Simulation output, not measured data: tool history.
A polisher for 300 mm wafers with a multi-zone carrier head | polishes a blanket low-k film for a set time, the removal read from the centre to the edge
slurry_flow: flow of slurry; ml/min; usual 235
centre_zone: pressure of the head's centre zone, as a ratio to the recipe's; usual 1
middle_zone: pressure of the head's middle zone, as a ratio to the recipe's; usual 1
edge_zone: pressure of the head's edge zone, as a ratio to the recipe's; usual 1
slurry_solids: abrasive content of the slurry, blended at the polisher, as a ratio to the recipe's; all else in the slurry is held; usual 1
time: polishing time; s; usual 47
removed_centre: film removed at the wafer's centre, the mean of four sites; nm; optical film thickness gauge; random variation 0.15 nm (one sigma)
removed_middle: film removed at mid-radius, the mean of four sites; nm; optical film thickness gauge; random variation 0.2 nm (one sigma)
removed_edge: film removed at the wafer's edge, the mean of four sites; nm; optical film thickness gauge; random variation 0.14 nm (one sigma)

| run | day | slurry_flow | centre_zone | middle_zone | edge_zone | slurry_solids | time | incoming thickness of the incoming film, nm | removed_centre | removed_middle | removed_edge |
|---|---|---|---|---|---|---|---|---|---|---|---|
| 1 | 0 | 235 | 1 | 1 | 1.09 | 1 | 47 | 628 | 14.3 | 13.8 | 15.3 |
| 2 | 2.158 | 235 | 1 | 1 | 1.09 | 1 | 47 | 626.6 | 14.2 | 13.7 | 15.1 |
| 3 | 4.808 | 235 | 1 | 1 | 1.09 | 1 | 47 | 641.9 | 14 | 13.3 | 15.3 |
|  | 5.525 | worn pad replaced by a new one |
| 4 | 7.467 | 235 | 1 | 1 | 1 | 1 | 47 | 622 | 14.1 | 13.7 | 14.3 |
| 5 | 9.021 | 235 | 1.03 | 1 | 1 | 1 | 47 | 637.2 | 14.5 | 14.1 | 14.4 |
| 6 | 11.283 | 235 | 1.03 | 1 | 1 | 1 | 47 | 622.6 | 14.3 | 13.7 | 14.3 |
|  | 12.342 | worn pad replaced by a new one |
|  | 12.775 | slurry nozzle cleaned |
| 7 | 12.846 | 235 | 1 | 1 | 1 | 1 | 47 | 629.2 | 14.6 | 14.2 | 14.7 |
|  | 13.838 | carrier head's membrane replaced by a new one, of another model than before |
| 8 | 14.442 | 185 | 1.05 | 1 | 1 | 0.85 | 38 | 643.4 | 11.2 | 9.9 | 10.6 |
| 9 | 18.246 | 275 | 1 | 1 | 1 | 1 | 34 | 625.5 | 10.8 | 10.3 | 10.7 |
|  | 19.862 | worn pad replaced by a new one |
| 10 | 19.975 | 235 | 1 | 1 | 1 | 1 | 47 | 622.5 | 14 | 13.9 | 14.7 |
| 11 | 22.088 | 235 | 1 | 0.95 | 1.04 | 1 | 47 | 633.2 | 14.1 | 13.6 | 14.9 |
|  | 24.05 | centre zone pressure recalibrated |
|  | 26.017 | edge zone pressure recalibrated |
| 12 | 26.275 | 235 | 0.9 | 0.96 | 1.03 | 1 | 61 | 637.4 | 15.1 | 17.1 | 19.2 |
|  | 27.188 | worn pad replaced by a new one |
| 13 | 29.954 | 235 | 1 | 1 | 1 | 1 | 47 | 631.2 | 14.2 | 13.5 | 14.4 |
|  | 34.1 | worn pad replaced by a new one |
| 14 | 34.121 | 305 | 1 | 1 | 1 | 1 | 33 | 624.6 | 10.3 | 10.1 | 10.5 |

Forecast each of these 5 alternatives for the next run:
| A | 34.138 | 235 | 1 | 1.09 | 1 | 1 | 47 | 639.6 | ? | ? | ? |
| B | 34.138 | 200 | 1 | 0.89 | 1 | 0.9 | 47 | 639.6 | ? | ? | ? |
| C | 34.138 | 235 | 1 | 1.07 | 1 | 1 | 47 | 639.6 | ? | ? | ? |
| D | 34.138 | 235 | 1 | 1 | 1.05 | 1.2 | 47 | 639.6 | ? | ? | ? |
| E | 34.138 | 235 | 1.09 | 1 | 0.89 | 0.9 | 47 | 639.6 | ? | ? | ? |

| run | removed_centre | removed_middle | removed_edge |
|---|---|---|---|
| A | 14.2 | 14.4 | 14.6 |
| B | 13 | 12.1 | 13.5 |
| C | 14.2 | 14.2 | 14.6 |
| D | 15.5 | 15.1 | 16.7 |
| E | 15.3 | 13 | 12.5 |
Without the tool's hidden state the same runs would have given:
| run | removed_centre | removed_middle | removed_edge |
|---|---|---|---|
| A | 14.9 | 15 | 15.1 |
| B | 13.7 | 12.7 | 14 |
| C | 14.9 | 14.9 | 15.1 |
| D | 16.3 | 15.8 | 17.2 |
| E | 16.1 | 13.6 | 12.9 |
